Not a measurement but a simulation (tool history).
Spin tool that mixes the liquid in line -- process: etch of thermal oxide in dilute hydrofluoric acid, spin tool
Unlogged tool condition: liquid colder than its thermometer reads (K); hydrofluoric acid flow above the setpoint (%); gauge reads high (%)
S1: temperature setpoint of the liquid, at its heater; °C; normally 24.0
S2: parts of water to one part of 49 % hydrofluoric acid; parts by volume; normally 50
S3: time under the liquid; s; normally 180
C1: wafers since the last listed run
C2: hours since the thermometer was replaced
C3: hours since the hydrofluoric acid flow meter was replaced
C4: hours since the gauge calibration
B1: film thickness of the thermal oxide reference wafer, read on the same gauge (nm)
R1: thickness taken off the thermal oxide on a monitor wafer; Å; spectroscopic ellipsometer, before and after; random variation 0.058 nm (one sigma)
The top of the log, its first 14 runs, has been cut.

| run | day | S1 | S2 | S3 | C1 | C2 | C3 | C4 | B1 | R1 |
|---|---|---|---|---|---|---|---|---|---|---|
| 15 | 6.654 | 24.0 | 50 | 180 | 90 | 1123.4 | 2148.7 | 63.2 | 29.97 | 198.0 |
| 16 | 7.204 | 24.0 | 50 | 180 | 124 | 1136.6 | 2161.9 | 76.4 | 30.03 | 198.3 |
|  | 7.804 | thermometer replaced |
| 17 | 7.900 | 27.0 | 35 | 105 | 148 | 2.3 | 2178.6 | 93.1 | 30.00 | 195.9 |
| 18 | 8.642 | 24.0 | 55 | 85 | 168 | 20.1 | 2196.4 | 110.9 | 29.99 | 87.1 |
| 19 | 9.312 | 28.5 | 60 | 180 | 151 | 36.2 | 2212.5 | 127.0 | 30.01 | 200.8 |
| 20 | 9.988 | 21.5 | 50 | 180 | 152 | 52.4 | 2228.7 | 143.2 | 30.01 | 183.0 |
| 21 | 10.412 | 26.5 | 50 | 180 | 96 | 62.6 | 2238.9 | 153.4 | 29.99 | 226.1 |
| 22 | 11.125 | 28.0 | 65 | 145 | 161 | 79.7 | 2256.0 | 170.5 | 30.01 | 146.4 |
| 23 | 11.867 | 24.0 | 60 | 180 | 168 | 97.5 | 2273.8 | 188.3 | 30.02 | 168.6 |
| 24 | 12.450 | 24.0 | 50 | 180 | 132 | 111.5 | 2287.8 | 202.3 | 30.02 | 204.5 |
| 25 | 13.175 | 24.0 | 50 | 180 | 164 | 128.9 | 2305.2 | 219.7 | 29.98 | 204.5 |
|  | 13.654 | hydrofluoric acid flow meter replaced |
| 26 | 13.700 | 24.0 | 50 | 180 | 109 | 141.5 | 1.1 | 232.3 | 30.01 | 179.1 |
| 27 | 14.321 | 24.0 | 35 | 210 | 140 | 156.4 | 16.0 | 247.2 | 29.95 | 305.2 |
| 28 | 15.338 | 24.0 | 65 | 85 | 230 | 180.8 | 40.4 | 271.6 | 29.96 | 64.1 |
| 29 | 15.733 | 24.0 | 50 | 270 | 89 | 190.3 | 49.9 | 281.1 | 30.03 | 270.5 |
| 30 | 16.225 | 26.5 | 55 | 115 | 111 | 202.1 | 61.7 | 292.9 | 29.97 | 114.8 |
| 31 | 16.558 | 19.5 | 70 | 110 | 75 | 210.1 | 69.7 | 300.9 | 29.95 | 63.6 |
| 32 | 17.892 | 28.0 | 70 | 275 | 302 | 242.1 | 101.7 | 332.9 | 30.00 | 224.9 |
| 33 | 18.254 | 21.0 | 50 | 180 | 82 | 250.8 | 110.4 | 341.6 | 30.02 | 158.9 |
| 34 | 18.829 | 19.5 | 50 | 180 | 130 | 264.6 | 124.2 | 355.4 | 29.99 | 149.9 |
| 35 | 19.133 | 28.0 | 40 | 215 | 68 | 271.9 | 131.5 | 362.7 | 29.99 | 322.2 |

3 ways to go on from here, each from the tool as it stands after run 35. What would each give?
| A | 19.154 | 24.0 | 50 | 180 | 4 | 272.4 | 132.0 | 363.2 | ? | ? |
| B | 19.154 | 24.0 | 50 | 260 | 4 | 272.4 | 132.0 | 363.2 | ? | ? |
| C | 19.154 | 28.0 | 30 | 290 | 4 | 272.4 | 132.0 | 363.2 | ? | ? |

| run | B1 | R1 |
|---|---|---|
| A | 30.02 | 180.7 |
| B | 30.02 | 261.1 |
| C | 30.02 | 587.6 |
Take away the tool's hidden state, keep each run's random variation, and the runs would have read:
| run | R1 |
|---|---|
| A | 177.5 |
| B | 256.4 |
| C | 577.3 |
